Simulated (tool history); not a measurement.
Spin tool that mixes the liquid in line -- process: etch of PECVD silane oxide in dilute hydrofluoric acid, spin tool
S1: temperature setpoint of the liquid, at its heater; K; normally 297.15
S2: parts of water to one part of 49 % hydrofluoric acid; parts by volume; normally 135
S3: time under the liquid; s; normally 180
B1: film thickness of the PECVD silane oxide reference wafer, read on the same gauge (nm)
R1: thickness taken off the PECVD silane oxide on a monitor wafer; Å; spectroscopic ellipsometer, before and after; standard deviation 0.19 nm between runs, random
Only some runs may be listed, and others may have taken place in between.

run    hour      S1   S2   S3      B1     R1
  1       0  297.15  135  180     100  222.7
  2    40.6  297.15  135  180   99.95  224.3
  3    74.7  297.15  135  180     100  226.6
  4   142.7  295.65  115  180   99.93    250
  5   199.5  295.65  115  180  100.01  251.2
  6   230.7  297.15  135  180   99.99  226.2
  7   283.8  297.15  135  180  100.05  228.9
  8     309  297.15  135  180   99.96  228.7
  9   345.3  297.15  135  180     100    227
 10   479.3  297.15  135  180  100.02  227.5
 11   520.6  297.15  135  180  100.06  229.1
 12   552.5  297.15  135  180  100.01  228.2
 13   621.9  297.15  135  180   99.99  228.4
 14   675.2  297.15  135  180   99.99  229.9
 15   725.7  301.65  165  240     100  287.6
 16   754.5  297.15  135  180  100.04  231.5
 17   793.4  301.15  205  115  100.05  103.1
 18   855.5  297.15  135  180   99.96    234
      860.6  -- hydrofluoric acid flow meter replaced
 19   907.1  300.15  185  180   99.97  180.1
 20   938.6  297.15  135  180   99.99  235.1
 21   986.4  300.65  170  180   99.98    198
     1127.2  -- gauge calibrated
     1142.5  -- thermometer replaced
 22  1197.2  301.15  160  235   99.93  261.8
 23  1227.3  297.15  190  270  100.01  211.9
 24  1257.3  299.15  155  180  100.01  196.8
 25  1328.5  294.65  175  130   99.99  103.8
 26  1394.6  300.65  135  180  100.04  241.3
 27  1568.1  301.15  135   90   99.99  126.2
 28  1638.5  301.15  205  115   99.98   95.9
 29  1697.1  295.65  135  180   99.99  203.6

Run-by-run hidden state of the tool:
hydrofluoric acid flow below the setpoint (%): 0 in every run
gauge reads high (%): 0 in every run
H1: liquid hotter than its thermometer reads (K)
run     H1
  1   1.51
  2   1.55
  3   1.58
  4   1.65
  5   1.71
  6   1.74
  7   1.79
  8   1.82
  9   1.86
 10   1.99
 11   2.03
 12   2.06
 13   2.13
 14   2.19
 15   2.24
 16   2.27
 17   2.31
 18   2.37
 19   2.42
 20   2.45
 21    2.5
 22  0.144
 23  0.174
 24  0.204
 25  0.276
 26  0.342
 27  0.517
 28  0.588
 29  0.647

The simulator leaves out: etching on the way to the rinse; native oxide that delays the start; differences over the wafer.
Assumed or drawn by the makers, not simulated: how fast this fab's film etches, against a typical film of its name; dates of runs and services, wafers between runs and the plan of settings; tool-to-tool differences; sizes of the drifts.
